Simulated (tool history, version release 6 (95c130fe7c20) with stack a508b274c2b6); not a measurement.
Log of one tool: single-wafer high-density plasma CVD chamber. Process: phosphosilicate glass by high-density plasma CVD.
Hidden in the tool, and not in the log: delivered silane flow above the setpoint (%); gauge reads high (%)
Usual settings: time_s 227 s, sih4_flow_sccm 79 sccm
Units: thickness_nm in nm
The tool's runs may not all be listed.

| run | hour | time_s | sih4_flow_sccm | wafers since the last listed run | hours since the silane flow controller was replaced | hours since the gauge calibration | read-back reference wafer on the same gauge, thickness_nm | thickness_nm |
|---|---|---|---|---|---|---|---|---|
| 1 | 0 | 227 | 87 | 0 | 859.9 | 326.2 | 2210.599 | 2042.277 |
| 2 | 55.6 | 227 | 79 | 243 | 915.5 | 381.8 | 2209.95 | 1866.001 |
| 3 | 92.4 | 227 | 79 | 160 | 952.3 | 418.6 | 2209.426 | 1875.826 |
| 4 | 160.9 | 227 | 79 | 299 | 1020.8 | 487.1 | 2209.142 | 1883.684 |
| 5 | 227.9 | 227 | 79 | 292 | 1087.8 | 554.1 | 2209.915 | 1880.165 |
| 6 | 264.5 | 227 | 71 | 159 | 1124.4 | 590.7 | 2209.893 | 1729.306 |
| 7 | 298.8 | 227 | 71 | 149 | 1158.7 | 625 | 2210.468 | 1723.823 |
| 8 | 335.2 | 237 | 86 | 159 | 1195.1 | 661.4 | 2210.018 | 2131.501 |
| 9 | 388.7 | 227 | 88 | 233 | 1248.6 | 714.9 | 2210.72 | 2070.727 |
| 10 | 534.8 | 227 | 88 | 638 | 1394.7 | 861 | 2212.348 | 2067.665 |
| 11 | 582 | 227 | 90 | 206 | 1441.9 | 908.2 | 2210.88 | 2109.964 |
| 12 | 643.1 | 227 | 90 | 267 | 1503 | 969.3 | 2211.731 | 2107.094 |
| 13 | 667.4 | 245 | 79 | 106 | 1527.3 | 993.6 | 2210.318 | 2042.99 |
| 14 | 727.3 | 191 | 87 | 261 | 1587.2 | 1053.5 | 2209.553 | 1718.403 |
| 15 | 766.8 | 245 | 79 | 172 | 1626.7 | 1093 | 2210.233 | 2024.399 |
| 16 | 825.5 | 227 | 79 | 256 | 1685.4 | 1151.7 | 2210.496 | 1887.346 |
| 17 | 894.4 | 207 | 87 | 301 | 1754.3 | 1220.6 | 2209.323 | 1885.357 |
| 18 | 948.4 | 251 | 79 | 236 | 1808.3 | 1274.6 | 2209.486 | 2102.901 |
| 19 | 1017.1 | 196 | 74 | 300 | 1877 | 1343.3 | 2210.311 | 1549.318 |
|  | 1075.8 | gauge calibrated |
|  | 1089.4 | silane flow controller replaced |
| 20 | 1089.9 | 227 | 79 | 283 | 0.5 | 14.1 | 2211.667 | 1863.794 |
| 21 | 1146 | 227 | 79 | 245 | 56.6 | 70.2 | 2209.728 | 1873.174 |
| 22 | 1196.6 | 189 | 94 | 221 | 107.2 | 120.8 | 2210.596 | 1818.623 |
| 23 | 1267.9 | 188 | 88 | 311 | 178.5 | 192.1 | 2208.945 | 1701.006 |
| 24 | 1326.6 | 185 | 90 | 256 | 237.2 | 250.8 | 2209.868 | 1701.378 |
| 25 | 1456.6 | 227 | 91 | 568 | 367.2 | 380.8 | 2210.113 | 2127.506 |
| 26 | 1516.1 | 253 | 79 | 260 | 426.7 | 440.3 | 2209.361 | 2084.712 |

Hidden state or all else? Some run-to-run changes of thickness_nm, split into what the settings, what came in and random variation would give without the hidden state, and what is left for the hidden state (with any gauge scatter that isn't in both results):
Run 18 -> 19: time_s 251 -> 196, sih4_flow_sccm 79 -> 74. thickness_nm -553.583 nm: hidden state -8.003, all else -545.58.
Run 19 -> 20: time_s 196 -> 227, sih4_flow_sccm 74 -> 79, gauge calibrated, silane flow controller replaced. thickness_nm +314.476 nm: hidden state -21.125, all else +335.601.
Run 24 -> 25: time_s 185 -> 227, sih4_flow_sccm 90 -> 91. thickness_nm +426.128 nm: hidden state +4.97, all else +421.158.

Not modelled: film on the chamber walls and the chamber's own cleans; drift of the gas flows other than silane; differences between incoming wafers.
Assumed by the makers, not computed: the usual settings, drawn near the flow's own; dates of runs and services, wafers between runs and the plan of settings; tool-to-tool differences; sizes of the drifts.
